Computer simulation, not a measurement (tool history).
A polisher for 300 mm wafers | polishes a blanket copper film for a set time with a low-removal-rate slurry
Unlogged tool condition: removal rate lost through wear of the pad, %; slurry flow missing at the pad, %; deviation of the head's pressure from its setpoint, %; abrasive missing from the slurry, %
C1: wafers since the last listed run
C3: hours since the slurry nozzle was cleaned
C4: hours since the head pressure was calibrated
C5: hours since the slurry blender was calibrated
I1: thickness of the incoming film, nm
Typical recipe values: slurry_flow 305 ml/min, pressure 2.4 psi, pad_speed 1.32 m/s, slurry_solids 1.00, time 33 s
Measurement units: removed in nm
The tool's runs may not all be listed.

run 1 day=0.000 | slurry_flow=305 pressure=2.4 pad_speed=1.50 slurry_solids=1.00 time=33 | C1=0 wafers_polished_on_this_pad=1221 C3=179.3 C4=1411.0 C5=335.8 | I1=854.5 | removed=99.1
run 2 day=1.050 | slurry_flow=280 pressure=2.4 pad_speed=1.32 slurry_solids=1.00 time=33 | C1=279 wafers_polished_on_this_pad=1501 C3=204.5 C4=1436.2 C5=361.0 | I1=847.1 | removed=84.8
-- day=1.375 slurry blender recalibrated
run 3 day=2.225 | slurry_flow=280 pressure=2.4 pad_speed=1.32 slurry_solids=1.00 time=33 | C1=290 wafers_polished_on_this_pad=1791 C3=232.7 C4=1464.4 C5=20.4 | I1=839.0 | removed=90.5
-- day=3.108 worn pad replaced by a new one
run 4 day=3.646 | slurry_flow=280 pressure=2.4 pad_speed=1.32 slurry_solids=1.00 time=33 | C1=334 wafers_polished_on_this_pad=143 C3=266.8 C4=1498.5 C5=54.5 | I1=853.0 | removed=97.2
-- day=4.092 head pressure recalibrated
run 5 day=4.967 | slurry_flow=305 pressure=2.4 pad_speed=1.32 slurry_solids=1.10 time=33 | C1=329 wafers_polished_on_this_pad=473 C3=298.5 C4=21.0 C5=86.2 | I1=840.2 | removed=98.6
run 6 day=6.117 | slurry_flow=305 pressure=2.4 pad_speed=1.32 slurry_solids=1.10 time=33 | C1=306 wafers_polished_on_this_pad=779 C3=326.1 C4=48.6 C5=113.8 | I1=853.4 | removed=96.1
run 7 day=6.750 | slurry_flow=305 pressure=2.4 pad_speed=1.32 slurry_solids=1.00 time=33 | C1=168 wafers_polished_on_this_pad=948 C3=341.3 C4=63.8 C5=129.0 | I1=850.8 | removed=93.0
run 8 day=7.262 | slurry_flow=305 pressure=2.4 pad_speed=1.32 slurry_solids=1.00 time=33 | C1=136 wafers_polished_on_this_pad=1084 C3=353.6 C4=76.1 C5=141.3 | I1=859.2 | removed=91.9
run 9 day=8.746 | slurry_flow=335 pressure=2.4 pad_speed=1.32 slurry_solids=1.00 time=33 | C1=395 wafers_polished_on_this_pad=1480 C3=389.2 C4=111.7 C5=176.9 | I1=855.5 | removed=88.2
-- day=9.633 slurry nozzle cleaned
run 10 day=10.150 | slurry_flow=305 pressure=2.8 pad_speed=1.32 slurry_solids=1.00 time=33 | C1=363 wafers_polished_on_this_pad=1843 C3=12.4 C4=145.4 C5=210.6 | I1=843.2 | removed=97.5
-- day=10.942 worn pad replaced by a new one
run 11 day=11.042 | slurry_flow=250 pressure=2.4 pad_speed=1.32 slurry_solids=1.10 time=33 | C1=193 wafers_polished_on_this_pad=26 C3=33.8 C4=166.8 C5=232.0 | I1=840.8 | removed=94.3
run 12 day=12.221 | slurry_flow=305 pressure=2.4 pad_speed=1.32 slurry_solids=1.00 time=33 | C1=314 wafers_polished_on_this_pad=340 C3=62.1 C4=195.1 C5=260.3 | I1=861.3 | removed=91.7
run 13 day=12.792 | slurry_flow=370 pressure=2.4 pad_speed=1.32 slurry_solids=1.20 time=33 | C1=152 wafers_polished_on_this_pad=492 C3=75.8 C4=208.8 C5=274.0 | I1=850.5 | removed=97.2
run 14 day=13.308 | slurry_flow=305 pressure=3.0 pad_speed=1.32 slurry_solids=0.80 time=33 | C1=137 wafers_polished_on_this_pad=630 C3=88.2 C4=221.2 C5=286.4 | I1=848.1 | removed=101.4
run 15 day=14.571 | slurry_flow=200 pressure=2.4 pad_speed=0.98 slurry_solids=1.00 time=33 | C1=336 wafers_polished_on_this_pad=966 C3=118.5 C4=251.5 C5=316.7 | I1=856.2 | removed=63.2
run 16 day=15.300 | slurry_flow=305 pressure=2.4 pad_speed=1.32 slurry_solids=1.00 time=33 | C1=194 wafers_polished_on_this_pad=1160 C3=136.0 C4=269.0 C5=334.2 | I1=851.3 | removed=85.1
run 17 day=15.979 | slurry_flow=305 pressure=2.4 pad_speed=1.32 slurry_solids=1.00 time=24 | C1=180 wafers_polished_on_this_pad=1341 C3=152.3 C4=285.3 C5=350.5 | I1=863.3 | removed=61.6
run 18 day=17.154 | slurry_flow=305 pressure=2.4 pad_speed=1.18 slurry_solids=1.00 time=22 | C1=313 wafers_polished_on_this_pad=1654 C3=180.5 C4=313.5 C5=378.7 | I1=859.4 | removed=50.6
run 19 day=17.900 | slurry_flow=305 pressure=2.7 pad_speed=1.32 slurry_solids=1.15 time=39 | C1=198 wafers_polished_on_this_pad=1853 C3=198.4 C4=331.4 C5=396.6 | I1=845.1 | removed=111.8
run 20 day=18.946 | slurry_flow=305 pressure=2.8 pad_speed=1.32 slurry_solids=1.00 time=40 | C1=278 wafers_polished_on_this_pad=2132 C3=223.5 C4=356.5 C5=421.7 | I1=847.8 | removed=111.4
run 21 day=19.575 | slurry_flow=305 pressure=2.4 pad_speed=1.32 slurry_solids=1.00 time=33 | C1=167 wafers_polished_on_this_pad=2299 C3=238.6 C4=371.6 C5=436.8 | I1=854.9 | removed=80.7
-- day=20.079 worn pad replaced by a new one
-- day=20.212 slurry blender recalibrated
run 22 day=20.238 | slurry_flow=200 pressure=1.8 pad_speed=1.32 slurry_solids=0.85 time=24 | C1=109 wafers_polished_on_this_pad=20 C3=254.5 C4=387.5 C5=0.6 | I1=843.7 | removed=52.3
run 23 day=21.133 | slurry_flow=305 pressure=2.0 pad_speed=1.32 slurry_solids=1.00 time=33 | C1=238 wafers_polished_on_this_pad=258 C3=276.0 C4=409.0 C5=22.1 | I1=844.1 | removed=86.8
run 24 day=22.129 | slurry_flow=305 pressure=2.8 pad_speed=1.32 slurry_solids=1.00 time=24 | C1=265 wafers_polished_on_this_pad=524 C3=299.9 C4=432.9 C5=46.0 | I1=843.8 | removed=76.5
run 25 day=22.888 | slurry_flow=305 pressure=2.4 pad_speed=1.50 slurry_solids=1.00 time=33 | C1=202 wafers_polished_on_this_pad=726 C3=318.1 C4=451.1 C5=64.2 | I1=864.6 | removed=106.4
run 26 day=23.783 | slurry_flow=305 pressure=2.4 pad_speed=1.32 slurry_solids=1.00 time=33 | C1=238 wafers_polished_on_this_pad=965 C3=339.6 C4=472.6 C5=85.7 | I1=851.5 | removed=94.6
run 27 day=24.621 | slurry_flow=365 pressure=2.8 pad_speed=1.32 slurry_solids=0.75 time=33 | C1=223 wafers_polished_on_this_pad=1188 C3=359.7 C4=492.7 C5=105.8 | I1=861.8 | removed=97.6
run 28 day=26.146 | slurry_flow=305 pressure=1.8 pad_speed=1.32 slurry_solids=1.00 time=33 | C1=406 wafers_polished_on_this_pad=1594 C3=396.3 C4=529.3 C5=142.4 | I1=851.9 | removed=70.4
-- day=26.362 slurry nozzle cleaned
-- day=27.279 worn pad replaced by a new one
run 29 day=27.300 | slurry_flow=305 pressure=2.4 pad_speed=1.32 slurry_solids=1.00 time=33 | C1=252 wafers_polished_on_this_pad=5 C3=22.5 C4=557.0 C5=170.1 | I1=838.1 | removed=94.2

Hidden condition of the tool, last listed run before each entry between runs versus first listed run after:
Logged between run 2 and run 3: slurry blender recalibrated (day 1.375)
  removal rate lost through wear of the pad, %: 6.9 -> 8.25; abrasive missing from the slurry, %: 30.2 -> 2.94
  measured less the result without the state, removed: -15.5 -> -8.9 nm
Logged between run 3 and run 4: worn pad replaced by a new one (day 3.108)
  removal rate lost through wear of the pad, %: 8.25 -> 1.17; abrasive missing from the slurry, %: 2.94 -> 5.7
  measured less the result without the state, removed: -8.9 -> -2.7 nm
Logged between run 4 and run 5: head pressure recalibrated (day 4.092)
  removal rate lost through wear of the pad, %: 1.17 -> 2.69; abrasive missing from the slurry, %: 5.7 -> 8.26
  measured less the result without the state, removed: -2.7 -> -5.1 nm
Logged between run 9 and run 10: slurry nozzle cleaned (day 9.633)
  removal rate lost through wear of the pad, %: 7.04 -> 8.66; abrasive missing from the slurry, %: 15.6 -> 18.3
  measured less the result without the state, removed: -11.0 -> -15.1 nm
Logged between run 10 and run 11: worn pad replaced by a new one (day 10.942)
  removal rate lost through wear of the pad, %: 8.66 -> 0.244; abrasive missing from the slurry, %: 18.3 -> 20
  measured less the result without the state, removed: -15.1 -> -6.2 nm
Logged between run 21 and run 22: worn pad replaced by a new one (day 20.079); slurry blender recalibrated (day 20.212)
  removal rate lost through wear of the pad, %: 10.1 -> 0.355; abrasive missing from the slurry, %: 36.6 -> 5.29
  measured less the result without the state, removed: -20.8 -> -0.9 nm
Logged between run 28 and run 29: slurry nozzle cleaned (day 26.362); worn pad replaced by a new one (day 27.279)
  removal rate lost through wear of the pad, %: 7.16 -> 0.265; abrasive missing from the slurry, %: 16.7 -> 19
  measured less the result without the state, removed: -9.3 -> -5.7 nm
